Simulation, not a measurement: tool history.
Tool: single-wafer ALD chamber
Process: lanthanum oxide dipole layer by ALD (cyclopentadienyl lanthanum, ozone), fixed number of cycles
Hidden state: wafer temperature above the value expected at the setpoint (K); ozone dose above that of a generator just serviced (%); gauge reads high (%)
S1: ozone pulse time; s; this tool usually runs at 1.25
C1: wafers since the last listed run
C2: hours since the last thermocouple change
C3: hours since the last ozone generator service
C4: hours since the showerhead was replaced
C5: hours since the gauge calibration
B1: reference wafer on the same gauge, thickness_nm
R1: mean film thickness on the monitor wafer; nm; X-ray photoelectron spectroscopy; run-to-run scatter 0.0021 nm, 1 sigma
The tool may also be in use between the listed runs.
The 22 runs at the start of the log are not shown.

run,hour,S1,C1,C2,C3,C4,C5,B1,R1
23,1674,0.91,1579,564.9,942.2,995.8,357,0.471,0.412
24,1746.7,1.66,1487,637.6,1014.9,1068.5,429.7,0.471,0.526
25,1815.8,1.67,1414,706.7,1084,1137.6,498.8,0.471,0.531
26,1869.8,1.65,1105,760.7,1138,1191.6,552.8,0.471,0.528
27,1939.8,1.25,1432,830.7,1208,1261.6,622.8,0.471,0.488
28,2041.5,1.25,2081,932.4,1309.7,1363.3,724.5,0.471,0.487
29,2115.7,0.79,1518,1006.6,1383.9,1437.5,798.7,0.471,0.357
30,2195.9,0.92,1641,1086.8,1464.1,1517.7,878.9,0.471,0.403
31,2245.7,0.98,1019,1136.6,1513.9,1567.5,928.7,0.471,0.428
32,2324.5,1.25,1612,1215.4,1592.7,1646.3,1007.5,0.471,0.48
33,2364.1,1.67,810,1255,1632.3,1685.9,1047.1,0.471,0.521
34,2401.1,1.25,757,1292,1669.3,1722.9,1084.1,0.471,0.482

Here are 4 independent what-if runs from the current tool condition. What would each one return?
A,2401.5,1.72,8,1292.4,1669.7,1723.3,1084.5,?,?
B,2401.5,1.1,8,1292.4,1669.7,1723.3,1084.5,?,?
C,2401.5,0.83,8,1292.4,1669.7,1723.3,1084.5,?,?
D,2401.5,1.43,8,1292.4,1669.7,1723.3,1084.5,?,?

run,B1,R1
A,0.471,0.525
B,0.471,0.451
C,0.471,0.366
D,0.471,0.503
Had the tool no hidden state, the same runs would have come out as:
run,R1
A,0.537
B,0.48
C,0.404
D,0.521
